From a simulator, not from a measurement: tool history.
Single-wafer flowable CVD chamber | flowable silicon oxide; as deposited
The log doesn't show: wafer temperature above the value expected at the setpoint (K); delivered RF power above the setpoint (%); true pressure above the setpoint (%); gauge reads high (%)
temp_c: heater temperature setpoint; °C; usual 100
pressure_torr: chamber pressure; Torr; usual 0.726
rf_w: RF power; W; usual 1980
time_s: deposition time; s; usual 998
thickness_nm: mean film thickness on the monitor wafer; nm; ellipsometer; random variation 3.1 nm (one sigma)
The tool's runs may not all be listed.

run	day	temp_c	pressure_torr	rf_w	time_s	wafers since the last listed run	hours since the last thermocouple change	hours since the last RF generator calibration	hours since the last manometer calibration	hours since the showerhead was replaced	hours since the gauge calibration	read-back reference wafer on the same gauge, thickness_nm	thickness_nm
1	0	100	0.856	1980	998	0	1361.7	1255.6	1359.6	4582	455.4	561.406	690.647
2	1.379	100	0.726	2150	998	42	1394.8	1288.7	1392.7	4615.1	488.5	562.809	591.184
3	2.854	100	0.726	2150	998	45	1430.2	1324.1	1428.1	4650.5	523.9	563.939	595.798
4	4.121	100	0.726	2150	998	39	1460.6	1354.5	1458.5	4680.9	554.3	564.72	586.99
5	4.925	109	0.726	1980	998	25	1479.9	1373.8	1477.8	4700.2	573.6	566.224	412.82
6	6.312	100	0.726	1980	1116	43	1513.2	1407.1	1511.1	4733.5	606.9	566.974	658.943
7	6.962	100	0.726	1980	1116	20	1528.8	1422.7	1526.7	4749.1	622.5	566.827	653.046
8	7.817	100	0.726	1980	998	26	1549.3	1443.2	1547.2	4769.6	643	568.787	590.399
9	8.467	100	0.726	1980	998	20	1564.9	1458.8	1562.8	4785.2	658.6	569.224	585.512
# day 8.938: capacitance manometer re-zeroed and calibrated
10	9.354	100	0.726	1980	998	17	1586.2	1480.1	10	4806.5	679.9	569.832	593.843
# day 10.042: thermocouple changed; heater temperature recalibrated
# day 10.304: showerhead replaced
11	10.592	100	0.726	1980	998	19	13.2	1509.8	39.7	6.9	709.6	570.833	592.29
12	11.333	100	0.726	2150	998	23	31	1527.6	57.5	24.7	727.4	571.796	602.585
# day 12.25: gauge calibrated
13	12.746	100	0.906	1805	998	44	64.9	1561.5	91.4	58.6	11.9	558.309	713.66
14	13.962	100	0.774	1980	1052	37	94.1	1590.7	120.6	87.8	41.1	559.053	654.728
15	17.146	100	0.726	1980	998	99	170.5	1667.1	197	164.2	117.5	558.607	577.066
16	18.067	100	0.828	2125	810	28	192.6	1689.2	219.1	186.3	139.6	559.564	543.331
# day 18.725: RF generator calibrated
17	19.429	94	0.657	1680	998	32	225.3	16.9	251.8	219	172.3	559.699	643.268
18	20.129	86	0.552	1590	907	21	242.1	33.7	268.6	235.8	189.1	559.879	645.752
19	20.979	114	0.859	1980	998	26	262.5	54.1	289	256.2	209.5	559.228	410.81
20	22.046	100	0.726	1980	998	33	288.1	79.7	314.6	281.8	235.1	561.198	577.441
21	23.083	112	0.726	1980	907	32	313	104.6	339.5	306.7	260	561.098	334.395
22	24.046	91	0.834	2145	1098	30	336.1	127.7	362.6	329.8	283.1	561.044	1038.398

Forecast each of these 5 alternatives for the next run:
A	24.075	100	0.726	1785	998	0	336.8	128.4	363.3	330.5	283.8	?	?
B	24.075	100	0.679	1980	911	0	336.8	128.4	363.3	330.5	283.8	?	?
C	24.075	100	0.726	1835	809	0	336.8	128.4	363.3	330.5	283.8	?	?
D	24.075	92	0.827	1980	1158	0	336.8	128.4	363.3	330.5	283.8	?	?
E	24.075	87	0.604	1730	1105	0	336.8	128.4	363.3	330.5	283.8	?	?

run	read-back reference wafer on the same gauge, thickness_nm	thickness_nm
A	561.306	576.89
B	561.306	500.063
C	561.306	469.573
D	561.306	1047.014
E	561.306	850.648
Without the tool's hidden state the same runs would have given:
run	thickness_nm
A	571.545
B	495.43
C	465.222
D	1037.313
E	842.767

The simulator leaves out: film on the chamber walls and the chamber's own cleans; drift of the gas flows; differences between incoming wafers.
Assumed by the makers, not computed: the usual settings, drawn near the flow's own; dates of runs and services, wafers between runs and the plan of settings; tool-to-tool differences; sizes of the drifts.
